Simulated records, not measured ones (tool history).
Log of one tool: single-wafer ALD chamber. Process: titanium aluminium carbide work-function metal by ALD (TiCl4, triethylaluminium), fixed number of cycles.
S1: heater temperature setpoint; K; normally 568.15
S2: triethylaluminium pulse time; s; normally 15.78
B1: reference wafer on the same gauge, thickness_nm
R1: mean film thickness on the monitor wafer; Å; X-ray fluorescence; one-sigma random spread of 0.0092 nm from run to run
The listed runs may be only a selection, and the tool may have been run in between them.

run	hour	S1	S2	B1	R1
1	0.0	573.15	15.78	1.634	17.98
2	64.3	568.15	15.78	1.630	17.41
3	92.6	568.15	15.78	1.631	17.39
4	119.6	568.15	15.78	1.627	17.43
5	175.1	568.15	15.78	1.634	17.24
6	237.3	568.15	15.78	1.629	17.33
7	270.1	568.15	15.78	1.630	17.18
# hour 302.0: showerhead replaced, of another model than before
# hour 343.2: triethylaluminium bottle replaced
8	343.7	568.15	15.78	1.627	17.75
# hour 362.0: gauge calibrated
9	405.6	568.15	15.78	1.630	17.68
10	464.6	557.15	15.78	1.632	16.76
# hour 483.5: thermocouple changed; heater temperature recalibrated
11	503.9	568.15	15.78	1.633	17.64
12	541.3	560.15	15.78	1.629	16.95
13	600.9	562.15	21.00	1.631	17.30
14	654.7	574.15	21.53	1.633	18.42
15	682.3	568.15	22.06	1.628	17.83
16	742.5	568.15	15.78	1.631	17.85
17	768.4	564.15	18.88	1.632	17.43
18	821.3	572.15	12.12	1.629	17.90
19	852.5	573.15	11.04	1.632	17.76

Expected results for the next run?
20	887.7	568.15	15.78	?	?

Logged for run 20: B1 1.630, R1 17.67 Å.
Had the tool carried no hidden state, the very same run would have given R1 17.76 Å.
